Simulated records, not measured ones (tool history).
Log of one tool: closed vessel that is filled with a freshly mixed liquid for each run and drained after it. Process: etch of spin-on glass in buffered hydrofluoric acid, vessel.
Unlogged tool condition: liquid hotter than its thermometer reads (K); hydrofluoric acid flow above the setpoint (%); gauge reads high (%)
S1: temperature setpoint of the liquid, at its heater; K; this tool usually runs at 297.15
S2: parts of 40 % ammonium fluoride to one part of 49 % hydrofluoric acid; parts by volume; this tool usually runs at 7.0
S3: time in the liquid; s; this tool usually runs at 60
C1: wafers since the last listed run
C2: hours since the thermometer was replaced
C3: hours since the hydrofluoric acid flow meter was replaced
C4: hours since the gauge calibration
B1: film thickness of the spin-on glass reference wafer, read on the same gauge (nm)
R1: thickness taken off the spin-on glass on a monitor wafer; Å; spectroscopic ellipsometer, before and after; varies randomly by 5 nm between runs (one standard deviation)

run     day      S1    S2  S3    C1      C2     C3      C4      B1       R1
  1   0.000  297.15   7.0  60     0  1525.0  665.2   995.0  130.00   5400.5
  2   1.646  297.15   7.0  60  4097  1564.5  704.7  1034.5  130.02   5471.7
  3   3.754  297.15   7.0  80  5249  1615.1  755.3  1085.1  130.01   7059.0
  4   5.917  297.15   7.0  80  5384  1667.0  807.2  1137.0  130.02   7153.3
  5   8.079  297.15   7.0  80  5384  1718.9  859.1  1188.9  130.00   7303.4
      9.042  -- hydrofluoric acid flow meter replaced
  6   9.608  293.65   7.0  60  3703  1755.6   13.6  1225.6  130.00   4489.0
  7  12.358  293.65   7.0  60  6847  1821.6   79.6  1291.6  130.00   4498.5
  8  13.942  298.15   7.0  60  3942  1859.6  117.6  1329.6  130.01   5736.3
  9  15.629  298.15   7.0  60  4201  1900.1  158.1  1370.1  129.97   5660.6
 10  17.742  297.15   7.0  60  5259  1950.8  208.8  1420.8  130.00   5503.8
     20.200  -- thermometer replaced
 11  20.617  293.65   9.5  90  7054    10.0  277.8  1489.8  129.99   4793.9
 12  22.296  297.15   7.0  60  4180    50.3  318.1  1530.1  130.01   5219.5
 13  24.104  294.15   5.0  35  4502    93.7  361.5  1573.5  130.01   3437.3
 14  26.879  297.15   7.0  60  6909   160.3  428.1  1640.1  130.01   5372.3
     27.546  -- gauge calibrated
 15  29.138  297.15   7.0  60  5622   214.5  482.3    38.2  130.00   5302.2
 16  30.283  297.15   8.0  60  2852   242.0  509.8    65.7  129.98   4565.7
 17  33.179  293.65   9.5  90  7210   311.5  579.3   135.2  130.02   4866.2
 18  36.167  297.15   7.0  60  7438   383.2  651.0   206.9  130.00   5309.7
 19  37.392  297.15   7.0  60  3050   412.6  680.4   236.3  129.99   5285.8
 20  39.767  298.65   5.0  80  5913   469.6  737.4   293.3  130.01  10165.0
 21  40.779  295.15   9.0  30  2521   493.9  761.7   317.6  129.99   1838.4
 22  42.525  298.65   8.0  40  4346   535.8  803.6   359.5  130.00   3311.4
     43.771  -- hydrofluoric acid flow meter replaced
 23  45.362  292.15   5.0  90  6961   603.9   38.2   427.6  130.00   8032.1
 24  48.038  299.65  10.0  90  6660   668.1  102.4   491.8  129.98   6551.5
 25  49.329  300.65   9.5  35  3216   699.1  133.4   522.8  130.01   2783.5
 26  50.654  300.15   5.0  30  3299   730.9  165.2   554.6  130.00   4204.2
 27  51.833  297.15   5.0  75  2935   759.2  193.5   582.9  130.00   8932.3
 28  53.400  297.15   7.0  60  3900   796.8  231.1   620.5  129.98   5332.5
 29  56.375  299.15   5.0  75  7407   868.2  302.5   691.9  130.00   9837.2
 30  57.954  297.15   7.0  90  3931   906.1  340.4   729.8  130.01   7996.0
 31  59.233  299.15   8.5  75  3184   936.8  371.1   760.5  130.00   6175.6
 32  61.258  297.15   7.0  60  5042   985.4  419.7   809.1  129.98   5320.5

Forecast each of these 5 alternatives for the next run:
  A  61.288  297.15  7.0  60  72  986.1  420.4  809.8   ?   ?
  B  61.288  297.15  9.5  60  72  986.1  420.4  809.8   ?   ?
  C  61.288  299.15  9.0  45  72  986.1  420.4  809.8   ?   ?
  D  61.288  295.15  5.5  60  72  986.1  420.4  809.8   ?   ?
  E  61.288  302.15  8.5  35  72  986.1  420.4  809.8   ?   ?

run      B1      R1
  A  129.98  5279.1
  B  129.98  3887.8
  C  129.98  3360.3
  D  129.98  5823.4
  E  129.98  3260.6
The same runs, with their run-to-run variation unchanged, on a tool lacking any hidden condition would have given:
run      R1
  A  5126.4
  B  3775.2
  C  3264.2
  D  5653.0
  E  3169.3
